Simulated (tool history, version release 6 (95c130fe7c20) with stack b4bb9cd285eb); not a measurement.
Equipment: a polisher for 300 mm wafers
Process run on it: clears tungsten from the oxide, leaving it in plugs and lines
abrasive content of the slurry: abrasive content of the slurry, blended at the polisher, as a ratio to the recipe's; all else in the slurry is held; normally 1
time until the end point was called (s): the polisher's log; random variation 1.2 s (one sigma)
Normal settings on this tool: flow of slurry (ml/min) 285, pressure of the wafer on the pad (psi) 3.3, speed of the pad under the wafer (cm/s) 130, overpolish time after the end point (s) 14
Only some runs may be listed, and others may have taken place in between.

run	hour	flow of slurry (ml/min)	pressure of the wafer on the pad (psi)	speed of the pad under the wafer (cm/s)	abrasive content of the slurry	overpolish time after the end point (s)	incoming thickness of the incoming film, nm	time until the end point was called (s)
1	0	285	3.3	130	1	14	507.2	80.4
2	44.6	285	4	130	1	14	497.4	66.1
3	93.6	285	4	130	1	14	503.6	68.3
4	154.5	365	3.3	116	0.75	17	499.8	90.9
5	212.1	220	3.3	110	1	14	497.7	95.9
# hour 300.6: worn pad replaced by a new one
6	301.1	285	3.3	130	1	14	491.4	83.4
7	353.2	230	3.3	130	1	14	502.7	92.7
# hour 382.1: slurry tank refilled with fresh slurry and peroxide
8	419.1	285	3.3	130	1	14	504.1	90.5
# hour 470.7: slurry blender recalibrated
9	480.2	285	3.3	174	1.3	11	506.9	73.7
# hour 494.7: slurry nozzle cleaned
10	521.5	285	3.3	130	1	14	502.8	78
11	570.7	285	3.3	130	1	14	490.6	80.1
12	609.5	285	3.3	176	1	6	500.7	66.8
# hour 612.2: head pressure recalibrated
13	648.5	285	3.3	130	1	14	499	80.4
14	692.7	285	2.4	130	1	14	491.6	108.1
15	720.6	285	3.3	130	1.2	14	496.5	77.2
16	769.2	285	3.3	130	1	20	500.8	81.4
17	806.5	285	3.3	130	1.1	14	509	83.1
# hour 854.4: worn pad replaced by a new one
18	873	285	3.3	130	1	14	493.1	81.7
19	936.9	380	2.2	130	0.75	14	498.3	126.1
# hour 963.7: slurry blender recalibrated
# hour 966: slurry tank refilled with fresh slurry and peroxide
# hour 1023.9: slurry nozzle cleaned
20	1035.2	285	3.3	164	0.9	18	500.2	68.1
21	1129.3	285	3.3	130	1	21	500.6	78.9
22	1181	285	3.3	160	0.9	14	509.6	72.5
23	1212.8	285	3.3	130	1.15	16	494.2	76.1
24	1271.3	285	3.3	86	1.15	14	490.8	95.7
25	1296.1	285	3.3	130	1	14	498.1	80.2

Alternative continuations, all from the tool just after run 25; predict every row:
A	1296.6	285	3.3	130	1	14	502.3	?
B	1296.6	285	2.3	130	0.9	14	502.3	?
C	1296.6	335	3.3	104	1.25	14	502.3	?
D	1296.6	285	3.3	130	1.2	16	502.3	?
E	1296.6	285	2.1	116	0.85	14	502.3	?

run	time until the end point was called (s)
A	81.2
B	118.8
C	86.7
D	78.4
E	140.5
What these runs would have given with no unlogged condition in the tool:
run	time until the end point was called (s)
A	79.2
B	115.9
C	84.9
D	76.4
E	137.1

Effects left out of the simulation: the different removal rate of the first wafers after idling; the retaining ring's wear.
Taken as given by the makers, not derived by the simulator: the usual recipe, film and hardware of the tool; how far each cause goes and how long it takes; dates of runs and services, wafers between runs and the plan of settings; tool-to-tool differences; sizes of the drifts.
